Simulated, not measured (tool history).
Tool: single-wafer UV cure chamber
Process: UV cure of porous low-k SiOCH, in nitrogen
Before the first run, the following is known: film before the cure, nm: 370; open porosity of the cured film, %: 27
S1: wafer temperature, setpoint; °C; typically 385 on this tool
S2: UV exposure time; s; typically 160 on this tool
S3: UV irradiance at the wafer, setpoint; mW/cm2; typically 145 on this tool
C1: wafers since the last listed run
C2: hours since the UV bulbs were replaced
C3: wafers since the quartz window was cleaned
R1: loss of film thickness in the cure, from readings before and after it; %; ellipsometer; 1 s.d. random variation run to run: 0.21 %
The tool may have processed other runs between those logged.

| run | hour | S1 | S2 | S3 | C1 | C2 | C3 | R1 |
|---|---|---|---|---|---|---|---|---|
| 1 | 0 | 385 | 160 | 123 | 0 | 1721.2 | 1642 | 12.556 |
| 2 | 28.5 | 385 | 160 | 145 | 159 | 1749.7 | 1802 | 12.771 |
| 3 | 55.6 | 385 | 160 | 145 | 151 | 1776.8 | 1953 | 13.444 |
| 4 | 68.3 | 385 | 160 | 145 | 70 | 1789.5 | 2024 | 13.273 |
| 5 | 97.4 | 372 | 160 | 145 | 162 | 1818.6 | 2187 | 13.264 |
| 6 | 121.8 | 372 | 160 | 145 | 136 | 1843 | 2323 | 13.376 |
| 7 | 151.7 | 372 | 160 | 145 | 167 | 1872.9 | 2490 | 12.98 |
|  | 172.1 | quartz window cleaned |
| 8 | 172.6 | 385 | 160 | 174 | 72 | 1893.8 | 2 | 14.322 |
| 9 | 197.6 | 385 | 160 | 174 | 139 | 1918.8 | 142 | 14.418 |
| 10 | 232.1 | 370 | 160 | 145 | 192 | 1953.3 | 335 | 12.638 |
| 11 | 247.8 | 370 | 160 | 145 | 87 | 1969 | 423 | 12.589 |
| 12 | 275.9 | 385 | 195 | 172 | 157 | 1997.1 | 580 | 15.032 |
|  | 286.5 | UV bulbs replaced |
| 13 | 292.3 | 390 | 100 | 111 | 46 | 5.8 | 627 | 9.72 |
| 14 | 308.4 | 385 | 90 | 175 | 89 | 21.9 | 717 | 11.264 |
| 15 | 332.3 | 385 | 105 | 105 | 133 | 45.8 | 850 | 9.386 |
| 16 | 367.3 | 385 | 160 | 145 | 195 | 80.8 | 1046 | 13.027 |
| 17 | 384.2 | 385 | 160 | 145 | 94 | 97.7 | 1140 | 12.941 |
| 18 | 414.9 | 385 | 160 | 145 | 171 | 128.4 | 1312 | 13.141 |
| 19 | 443.9 | 402 | 65 | 145 | 162 | 157.4 | 1474 | 8.955 |
| 20 | 469.4 | 369 | 240 | 175 | 142 | 182.9 | 1616 | 15.91 |
| 21 | 494.1 | 385 | 160 | 145 | 138 | 207.6 | 1754 | 13.072 |
| 22 | 528.9 | 377 | 160 | 106 | 194 | 242.4 | 1949 | 11.358 |

What if the next run were any one of these 5? Each begins from the tool's condition after run 22:
| A | 529.3 | 385 | 160 | 145 | 2 | 242.8 | 1951 | ? |
| B | 529.3 | 373 | 160 | 172 | 2 | 242.8 | 1951 | ? |
| C | 529.3 | 368 | 210 | 145 | 2 | 242.8 | 1951 | ? |
| D | 529.3 | 385 | 245 | 145 | 2 | 242.8 | 1951 | ? |
| E | 529.3 | 399 | 120 | 145 | 2 | 242.8 | 1951 | ? |

| run | R1 |
|---|---|
| A | 12.976 |
| B | 13.585 |
| C | 13.99 |
| D | 15.137 |
| E | 11.832 |
Had the tool no hidden state, the same runs would have come out as:
| run | R1 |
|---|---|
| A | 12.976 |
| B | 13.585 |
| C | 13.99 |
| D | 15.137 |
| E | 11.832 |
